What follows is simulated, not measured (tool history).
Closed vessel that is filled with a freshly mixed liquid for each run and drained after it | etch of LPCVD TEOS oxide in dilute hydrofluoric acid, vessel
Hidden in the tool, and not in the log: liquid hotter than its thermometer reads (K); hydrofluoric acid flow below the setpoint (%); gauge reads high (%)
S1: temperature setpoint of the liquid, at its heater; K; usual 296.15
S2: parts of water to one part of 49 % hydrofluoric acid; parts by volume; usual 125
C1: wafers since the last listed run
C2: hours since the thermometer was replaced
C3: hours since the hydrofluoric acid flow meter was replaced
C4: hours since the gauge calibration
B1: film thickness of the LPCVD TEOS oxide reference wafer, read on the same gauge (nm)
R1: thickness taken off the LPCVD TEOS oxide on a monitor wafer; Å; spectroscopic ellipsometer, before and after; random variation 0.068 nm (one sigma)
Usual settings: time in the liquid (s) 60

{"run": 1, "hour": 0.0, "S1": 296.15, "S2": 125, "time in the liquid (s)": 40, "C1": 0, "C2": 2243.4, "C3": 963.3, "C4": 1302.1, "B1": 59.97, "R1": 70.6}
{"run": 2, "hour": 49.4, "S1": 296.15, "S2": 125, "time in the liquid (s)": 40, "C1": 3283, "C2": 2292.8, "C3": 1012.7, "C4": 1351.5, "B1": 59.99, "R1": 71.7}
{"run": 3, "hour": 76.0, "S1": 296.15, "S2": 125, "time in the liquid (s)": 60, "C1": 1768, "C2": 2319.4, "C3": 1039.3, "C4": 1378.1, "B1": 60, "R1": 108.6}
{"hour": 86.7, "done": "hydrofluoric acid flow meter replaced"}
{"run": 4, "hour": 127.5, "S1": 298.65, "S2": 125, "time in the liquid (s)": 60, "C1": 3357, "C2": 2370.9, "C3": 40.8, "C4": 1429.6, "B1": 60.01, "R1": 118.2}
{"run": 5, "hour": 186.9, "S1": 298.65, "S2": 125, "time in the liquid (s)": 60, "C1": 3948, "C2": 2430.3, "C3": 100.2, "C4": 1489, "B1": 60, "R1": 119.9}
{"run": 6, "hour": 219.0, "S1": 296.15, "S2": 125, "time in the liquid (s)": 60, "C1": 2133, "C2": 2462.4, "C3": 132.3, "C4": 1521.1, "B1": 59.99, "R1": 108}
{"run": 7, "hour": 288.6, "S1": 296.15, "S2": 125, "time in the liquid (s)": 60, "C1": 4626, "C2": 2532, "C3": 201.9, "C4": 1590.7, "B1": 59.98, "R1": 108.4}
{"run": 8, "hour": 465.6, "S1": 296.15, "S2": 145, "time in the liquid (s)": 60, "C1": 11766, "C2": 2709, "C3": 378.9, "C4": 1767.7, "B1": 60.02, "R1": 91.4}
{"run": 9, "hour": 521.0, "S1": 296.15, "S2": 145, "time in the liquid (s)": 60, "C1": 3682, "C2": 2764.4, "C3": 434.3, "C4": 1823.1, "B1": 60.03, "R1": 92.1}
{"hour": 536.6, "done": "thermometer replaced"}
{"run": 10, "hour": 546.6, "S1": 296.15, "S2": 125, "time in the liquid (s)": 60, "C1": 1635, "C2": 10, "C3": 459.9, "C4": 1848.7, "B1": 60.01, "R1": 101.3}
{"run": 11, "hour": 606.8, "S1": 296.15, "S2": 125, "time in the liquid (s)": 60, "C1": 4001, "C2": 70.2, "C3": 520.1, "C4": 1908.9, "B1": 60, "R1": 102.9}
{"run": 12, "hour": 657.7, "S1": 296.15, "S2": 125, "time in the liquid (s)": 60, "C1": 3383, "C2": 121.1, "C3": 571, "C4": 1959.8, "B1": 60.02, "R1": 103.4}
{"run": 13, "hour": 697.1, "S1": 296.15, "S2": 125, "time in the liquid (s)": 70, "C1": 2619, "C2": 160.5, "C3": 610.4, "C4": 1999.2, "B1": 59.96, "R1": 120.1}
{"run": 14, "hour": 745.7, "S1": 296.15, "S2": 125, "time in the liquid (s)": 60, "C1": 3230, "C2": 209.1, "C3": 659, "C4": 2047.8, "B1": 60.02, "R1": 103.4}
{"run": 15, "hour": 770.9, "S1": 299.15, "S2": 165, "time in the liquid (s)": 40, "C1": 1675, "C2": 234.3, "C3": 684.2, "C4": 2073, "B1": 60.03, "R1": 56.1}
{"run": 16, "hour": 796.9, "S1": 299.15, "S2": 170, "time in the liquid (s)": 85, "C1": 1728, "C2": 260.3, "C3": 710.2, "C4": 2099, "B1": 60.01, "R1": 115.1}
{"run": 17, "hour": 834.1, "S1": 296.15, "S2": 125, "time in the liquid (s)": 60, "C1": 2472, "C2": 297.5, "C3": 747.4, "C4": 2136.2, "B1": 59.96, "R1": 103.2}
{"run": 18, "hour": 899.3, "S1": 300.15, "S2": 150, "time in the liquid (s)": 70, "C1": 4334, "C2": 362.7, "C3": 812.6, "C4": 2201.4, "B1": 59.98, "R1": 113.2}
{"run": 19, "hour": 958.5, "S1": 294.15, "S2": 145, "time in the liquid (s)": 75, "C1": 3935, "C2": 421.9, "C3": 871.8, "C4": 2260.6, "B1": 59.97, "R1": 101.3}
{"hour": 967.4, "done": "hydrofluoric acid flow meter replaced"}
{"run": 20, "hour": 983.1, "S1": 300.15, "S2": 125, "time in the liquid (s)": 90, "C1": 1568, "C2": 446.5, "C3": 15.7, "C4": 2285.2, "B1": 60.02, "R1": 180.6}
{"run": 21, "hour": 1037.5, "S1": 299.15, "S2": 175, "time in the liquid (s)": 80, "C1": 3616, "C2": 500.9, "C3": 70.1, "C4": 2339.6, "B1": 60, "R1": 105.4}
{"run": 22, "hour": 1087.7, "S1": 292.65, "S2": 125, "time in the liquid (s)": 75, "C1": 3337, "C2": 551.1, "C3": 120.3, "C4": 2389.8, "B1": 60.03, "R1": 112.5}
{"run": 23, "hour": 1152.1, "S1": 294.65, "S2": 90, "time in the liquid (s)": 60, "C1": 4281, "C2": 615.5, "C3": 184.7, "C4": 2454.2, "B1": 59.99, "R1": 143.6}
{"hour": 1178.1, "done": "gauge calibrated"}
{"run": 24, "hour": 1203.9, "S1": 298.65, "S2": 125, "time in the liquid (s)": 95, "C1": 3443, "C2": 667.3, "C3": 236.5, "C4": 25.8, "B1": 60, "R1": 182.5}
{"run": 25, "hour": 1257.8, "S1": 294.65, "S2": 125, "time in the liquid (s)": 60, "C1": 3583, "C2": 721.2, "C3": 290.4, "C4": 79.7, "B1": 60.02, "R1": 98.3}
{"run": 26, "hour": 1327.6, "S1": 299.15, "S2": 170, "time in the liquid (s)": 85, "C1": 4640, "C2": 791, "C3": 360.2, "C4": 149.5, "B1": 60, "R1": 115.2}
{"run": 27, "hour": 1358.0, "S1": 296.15, "S2": 125, "time in the liquid (s)": 60, "C1": 2020, "C2": 821.4, "C3": 390.6, "C4": 179.9, "B1": 60, "R1": 104.5}
{"run": 28, "hour": 1382.5, "S1": 296.15, "S2": 125, "time in the liquid (s)": 60, "C1": 1628, "C2": 845.9, "C3": 415.1, "C4": 204.4, "B1": 60.02, "R1": 105.1}
{"run": 29, "hour": 1444.5, "S1": 298.15, "S2": 70, "time in the liquid (s)": 60, "C1": 4121, "C2": 907.9, "C3": 477.1, "C4": 266.4, "B1": 59.98, "R1": 217.1}
{"run": 30, "hour": 1505.1, "S1": 291.65, "S2": 170, "time in the liquid (s)": 95, "C1": 4028, "C2": 968.5, "C3": 537.7, "C4": 327, "B1": 60, "R1": 96.6}
{"run": 31, "hour": 1542.9, "S1": 291.15, "S2": 110, "time in the liquid (s)": 30, "C1": 2512, "C2": 1006.3, "C3": 575.5, "C4": 364.8, "B1": 60.01, "R1": 50.5}
{"run": 32, "hour": 1583.1, "S1": 296.15, "S2": 125, "time in the liquid (s)": 45, "C1": 2672, "C2": 1046.5, "C3": 615.7, "C4": 405, "B1": 59.98, "R1": 79.2}
{"run": 33, "hour": 1650.8, "S1": 296.15, "S2": 125, "time in the liquid (s)": 35, "C1": 4500, "C2": 1114.2, "C3": 683.4, "C4": 472.7, "B1": 60, "R1": 60.8}
{"run": 34, "hour": 1683.3, "S1": 293.15, "S2": 125, "time in the liquid (s)": 60, "C1": 2160, "C2": 1146.7, "C3": 715.9, "C4": 505.2, "B1": 60, "R1": 92.5}

Some steps in R1 between neighbouring runs. How much of each would the tool show without its hidden state too (settings, what came in, random variation), and how much is left for the hidden state, with any gauge scatter that isn't in both results?
Run 9 -> 10: S2 145 -> 125, thermometer replaced. R1 +9.2 Å: hidden state -4.8, all else +14.
Run 24 -> 25: S1 298.65 -> 294.65, time in the liquid (s) 95 -> 60. R1 -84.2 Å: hidden state -1.9, all else -82.3.
Run 28 -> 29: S1 296.15 -> 298.15, S2 125 -> 70. R1 +112 Å: hidden state +3.8, all else +108.2.
Run 29 -> 30: S1 298.15 -> 291.65, S2 70 -> 170, time in the liquid (s) 60 -> 95. R1 -120.5 Å: hidden state -3.8, all else -116.7.
